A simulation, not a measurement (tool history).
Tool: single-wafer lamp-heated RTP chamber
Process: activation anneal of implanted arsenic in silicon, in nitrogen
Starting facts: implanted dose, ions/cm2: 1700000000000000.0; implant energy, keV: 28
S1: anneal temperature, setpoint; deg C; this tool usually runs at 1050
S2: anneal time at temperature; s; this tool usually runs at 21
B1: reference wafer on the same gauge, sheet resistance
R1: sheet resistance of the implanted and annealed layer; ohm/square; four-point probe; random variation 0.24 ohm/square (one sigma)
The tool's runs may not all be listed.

Run 1, hour 0.0: usual settings but S1 1074 deg C; B1 82.38. Result: R1 71.25 ohm/square.
Run 2, hour 31.9: usual settings but S1 1074 deg C; B1 82.25. Result: R1 71.22 ohm/square.
Run 3, hour 53.2: usual settings but S1 1074 deg C; B1 82.24. Result: R1 71.10 ohm/square.
Run 4, hour 83.0: usual settings but S1 1033 deg C, S2 30 s; B1 82.20. Result: R1 77.20 ohm/square.
Run 5, hour 118.5: usual settings but S1 1033 deg C, S2 30 s; B1 82.13. Result: R1 77.27 ohm/square.
Run 6, hour 149.5: usual settings but S2 18 s; B1 82.04. Result: R1 78.05 ohm/square.
Run 7, hour 169.4: usual settings; B1 81.94. Result: R1 76.09 ohm/square.
Run 8, hour 201.0: usual settings but S1 1066 deg C; B1 82.00. Result: R1 72.40 ohm/square.
Run 9, hour 215.1: usual settings but S1 1032 deg C; B1 81.94. Result: R1 80.66 ohm/square.
Run 10, hour 248.2: usual settings but S1 1032 deg C; B1 82.00. Result: R1 80.31 ohm/square.
Run 11, hour 263.3: usual settings but S2 25 s; B1 82.06. Result: R1 74.36 ohm/square.
At hour 271.9: gauge calibrated.
Run 12, hour 280.5: usual settings; B1 84.12. Result: R1 78.25 ohm/square.
Run 13, hour 313.1: usual settings; B1 83.76. Result: R1 77.81 ohm/square.
Run 14, hour 354.7: usual settings; B1 83.33. Result: R1 77.60 ohm/square.
At hour 386.7: pyrometer window cleaned and pyrometer calibrated.
Run 15, hour 387.8: usual settings but S1 1037 deg C; B1 83.28. Result: R1 80.55 ohm/square.

Estimate the outcome of run 16 from the log above:
Run 16, hour 421.8: usual settings but S1 1030 deg C, S2 12 s; B1 ?. Result: R1 ?.

{"run 16": {"B1": 82.85, "R1": 87.12}}
The same run, on a tool lacking any hidden state, would have yielded R1 88.40 ohm/square.
